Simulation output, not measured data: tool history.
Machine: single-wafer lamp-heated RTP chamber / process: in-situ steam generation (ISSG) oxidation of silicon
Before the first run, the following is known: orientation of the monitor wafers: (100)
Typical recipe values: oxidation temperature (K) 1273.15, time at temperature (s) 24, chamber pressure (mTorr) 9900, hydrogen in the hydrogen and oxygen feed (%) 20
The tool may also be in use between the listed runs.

run	day	oxidation temperature (K)	time at temperature (s)	chamber pressure (mTorr)	hydrogen in the hydrogen and oxygen feed (%)	read-back reference wafer on the same gauge, thickness	oxide thickness on the monitor wafer (angstrom)
1	0.000	1273.15	24	9900	20	5.444	61.24
2	1.862	1273.15	24	9900	20	5.444	58.32
3	4.746	1273.15	24	9900	20	5.447	58.43
4	6.717	1273.15	24	9900	20	5.451	59.23
5	9.429	1273.15	24	9900	20	5.448	59.38
6	12.271	1273.15	21	10200	20	5.453	55.77
7	14.221	1285.15	24	9900	20	5.450	65.28
8	17.204	1285.15	24	9900	20	5.446	60.87
9	18.842	1273.15	24	10200	23	5.459	59.01
10	20.854	1273.15	24	9900	20	5.459	58.25
11	23.750	1273.15	24	10200	20	5.450	58.08
12	25.250	1292.15	33	9900	20	5.449	76.01
13	27.562	1260.15	31	9300	15	5.455	61.38
14	29.238	1273.15	24	9900	20	5.447	59.93
15	31.529	1273.15	24	9900	20	5.448	58.25
16	37.333	1292.15	24	10200	25	5.450	65.99
17	45.262	1280.15	24	10200	20	5.445	62.33

Not shown here: 6 entries made in the log between runs. Locate each between two listed runs and compare the hidden state at the listed run before it with the hidden state at the listed run after it:
After run 1, before run 2: pyrometer window cleaned and pyrometer calibrated (day 0.088)
  true wafer temperature minus pyrometer reading, K: 13.5 -> 2.78
  what was measured, less what the result would be without the hidden state, oxide thickness on the monitor wafer (angstrom): +3.56 -> +0.69
After run 7, before run 8: pyrometer window cleaned and pyrometer calibrated (day 15.679)
  true wafer temperature minus pyrometer reading, K: 13.1 -> 0.581
  what was measured, less what the result would be without the hidden state, oxide thickness on the monitor wafer (angstrom): +3.95 -> +0.17
After run 8, before run 9: pressure gauge zeroed (day 17.679)
  true wafer temperature minus pyrometer reading, K: 0.581 -> 0.984
  what was measured, less what the result would be without the hidden state, oxide thickness on the monitor wafer (angstrom): +0.17 -> +0.25
After run 14, before run 15: gauge calibrated (day 30.817); pyrometer window cleaned and pyrometer calibrated (day 31.108)
  true wafer temperature minus pyrometer reading, K: 10.1 -> 0.333
  what was measured, less what the result would be without the hidden state, oxide thickness on the monitor wafer (angstrom): +2.61 -> +0.08
After run 15, before run 16: hydrogen flow controller replaced (day 33.821)
  true wafer temperature minus pyrometer reading, K: 0.333 -> 2.36
  what was measured, less what the result would be without the hidden state, oxide thickness on the monitor wafer (angstrom): +0.08 -> +0.75
